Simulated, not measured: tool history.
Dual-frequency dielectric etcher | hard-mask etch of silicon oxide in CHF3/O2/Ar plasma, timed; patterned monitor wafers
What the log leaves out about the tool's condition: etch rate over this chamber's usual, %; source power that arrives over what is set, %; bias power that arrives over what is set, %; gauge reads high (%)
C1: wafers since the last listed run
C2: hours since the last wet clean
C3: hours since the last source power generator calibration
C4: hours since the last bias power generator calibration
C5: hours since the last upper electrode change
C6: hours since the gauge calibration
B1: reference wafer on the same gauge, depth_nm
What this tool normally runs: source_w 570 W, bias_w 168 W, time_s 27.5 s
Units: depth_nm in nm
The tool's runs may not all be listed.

Run 1, hour 0.0: usual settings; C1 0; C2 280.3; C3 2720.9; C4 898.0; C5 2446.6; C6 631.7; B1 52.9. Result: depth_nm 50.5 nm.
Run 2, hour 28.6: usual settings; C1 416; C2 308.9; C3 2749.5; C4 926.6; C5 2475.2; C6 660.3; B1 52.9. Result: depth_nm 50.2 nm.
Run 3, hour 47.0: usual settings; C1 267; C2 327.3; C3 2767.9; C4 945.0; C5 2493.6; C6 678.7; B1 52.9. Result: depth_nm 50.3 nm.
Run 4, hour 62.5: usual settings; C1 225; C2 342.8; C3 2783.4; C4 960.5; C5 2509.1; C6 694.2; B1 52.9. Result: depth_nm 50.7 nm.
At hour 94.6: wet clean of the chamber.
Run 5, hour 95.1: usual settings; C1 125; C2 0.5; C3 2816.0; C4 993.1; C5 2541.7; C6 726.8; B1 53.0. Result: depth_nm 50.5 nm.
Run 6, hour 115.7: usual settings; C1 299; C2 21.1; C3 2836.6; C4 1013.7; C5 2562.3; C6 747.4; B1 52.9. Result: depth_nm 50.5 nm.
Run 7, hour 184.1: usual settings; C1 995; C2 89.5; C3 2905.0; C4 1082.1; C5 2630.7; C6 815.8; B1 52.9. Result: depth_nm 50.4 nm.
Run 8, hour 199.9: usual settings; C1 229; C2 105.3; C3 2920.8; C4 1097.9; C5 2646.5; C6 831.6; B1 53.0. Result: depth_nm 50.7 nm.
Run 9, hour 229.5: usual settings but bias_w 149 W; C1 430; C2 134.9; C3 2950.4; C4 1127.5; C5 2676.1; C6 861.2; B1 53.0. Result: depth_nm 48.8 nm.
Run 10, hour 257.1: usual settings but bias_w 149 W; C1 401; C2 162.5; C3 2978.0; C4 1155.1; C5 2703.7; C6 888.8; B1 52.9. Result: depth_nm 49.3 nm.
Run 11, hour 291.1: usual settings but source_w 470 W, bias_w 201 W, time_s 23.0 s; C1 494; C2 196.5; C3 3012.0; C4 1189.1; C5 2737.7; C6 922.8; B1 53.0. Result: depth_nm 41.0 nm.
At hour 332.7: upper electrode replaced.
Run 12, hour 333.2: usual settings but source_w 700 W, time_s 22.5 s; C1 263; C2 238.6; C3 3054.1; C4 1231.2; C5 0.5; C6 964.9; B1 53.0. Result: depth_nm 45.1 nm.
Run 13, hour 355.4: usual settings but source_w 480 W, bias_w 131 W, time_s 34.0 s; C1 323; C2 260.8; C3 3076.3; C4 1253.4; C5 22.7; C6 987.1; B1 53.0. Result: depth_nm 55.0 nm.
At hour 370.8: source power generator calibrated.
Run 14, hour 379.1: usual settings; C1 286; C2 284.5; C3 8.3; C4 1277.1; C5 46.4; C6 1010.8; B1 53.0. Result: depth_nm 50.2 nm.
At hour 472.5: bias power generator calibrated.
At hour 483.6: wet clean of the chamber.
Run 15, hour 484.1: usual settings but bias_w 133 W, time_s 21.5 s; C1 1308; C2 0.5; C3 113.3; C4 11.6; C5 151.4; C6 1115.8; B1 53.0. Result: depth_nm 37.3 nm.
Run 16, hour 507.0: usual settings; C1 333; C2 23.4; C3 136.2; C4 34.5; C5 174.3; C6 1138.7; B1 53.1. Result: depth_nm 50.3 nm.
Run 17, hour 520.8: usual settings but source_w 470 W, bias_w 149 W; C1 200; C2 37.2; C3 150.0; C4 48.3; C5 188.1; C6 1152.5; B1 53.0. Result: depth_nm 45.5 nm.
Run 18, hour 542.6: usual settings but time_s 20.0 s; C1 317; C2 59.0; C3 171.8; C4 70.1; C5 209.9; C6 1174.3; B1 53.0. Result: depth_nm 36.9 nm.
At hour 558.0: gauge calibrated.
Run 19, hour 563.7: usual settings but source_w 460 W, bias_w 189 W; C1 307; C2 80.1; C3 192.9; C4 91.2; C5 231.0; C6 5.7; B1 52.3. Result: depth_nm 47.1 nm.
Run 20, hour 580.0: usual settings but bias_w 185 W; C1 237; C2 96.4; C3 209.2; C4 107.5; C5 247.3; C6 22.0; B1 52.4. Result: depth_nm 51.2 nm.
Run 21, hour 600.3: usual settings but source_w 450 W; C1 295; C2 116.7; C3 229.5; C4 127.8; C5 267.6; C6 42.3; B1 52.4. Result: depth_nm 45.4 nm.
Run 22, hour 619.4: usual settings but source_w 480 W, bias_w 148 W, time_s 33.5 s; C1 278; C2 135.8; C3 248.6; C4 146.9; C5 286.7; C6 61.4; B1 52.5. Result: depth_nm 55.2 nm.
Run 23, hour 631.5: usual settings but source_w 480 W, bias_w 197 W, time_s 22.0 s; C1 176; C2 147.9; C3 260.7; C4 159.0; C5 298.8; C6 73.5; B1 52.4. Result: depth_nm 39.0 nm.
Run 24, hour 643.5: usual settings but source_w 680 W, bias_w 138 W, time_s 21.5 s; C1 174; C2 159.9; C3 272.7; C4 171.0; C5 310.8; C6 85.5; B1 52.4. Result: depth_nm 39.8 nm.
Run 25, hour 676.0: usual settings but time_s 31.5 s; C1 473; C2 192.4; C3 305.2; C4 203.5; C5 343.3; C6 118.0; B1 52.6. Result: depth_nm 57.2 nm.
Run 26, hour 691.2: usual settings but source_w 670 W; C1 221; C2 207.6; C3 320.4; C4 218.7; C5 358.5; C6 133.2; B1 52.5. Result: depth_nm 53.5 nm.
Run 27, hour 713.6: usual settings but source_w 710 W, bias_w 193 W, time_s 21.5 s; C1 326; C2 230.0; C3 342.8; C4 241.1; C5 380.9; C6 155.6; B1 52.6. Result: depth_nm 44.6 nm.
Run 28, hour 747.6: usual settings; C1 494; C2 264.0; C3 376.8; C4 275.1; C5 414.9; C6 189.6; B1 52.7. Result: depth_nm 50.1 nm.
Run 29, hour 772.9: usual settings but source_w 430 W, bias_w 131 W, time_s 19.5 s; C1 368; C2 289.3; C3 402.1; C4 300.4; C5 440.2; C6 214.9; B1 52.7. Result: depth_nm 29.8 nm.
Run 30, hour 803.5: usual settings but source_w 500 W, bias_w 143 W, time_s 31.5 s; C1 445; C2 319.9; C3 432.7; C4 331.0; C5 470.8; C6 245.5; B1 52.7. Result: depth_nm 52.0 nm.

Hidden state, per run?
etch rate over this chamber's usual, %: 0, the same for each run
source power that arrives over what is set, %: 0, the same for each run
bias power that arrives over what is set, %: 0, the same for each run
H1: gauge reads high (%)
run        H1
  1      1.14
  2      1.17
  3      1.18
  4      1.19
  5      1.22
  6      1.23
  7      1.27
  8      1.28
  9      1.29
 10       1.3
 11      1.32
 12      1.34
 13      1.34
 14      1.35
 15      1.38
 16      1.39
 17      1.39
 18      1.39
 19  -0.00781
 20     0.061
 21     0.143
 22     0.216
 23      0.26
 24     0.303
 25     0.412
 26     0.461
 27     0.528
 28     0.623
 29     0.689
 30     0.763
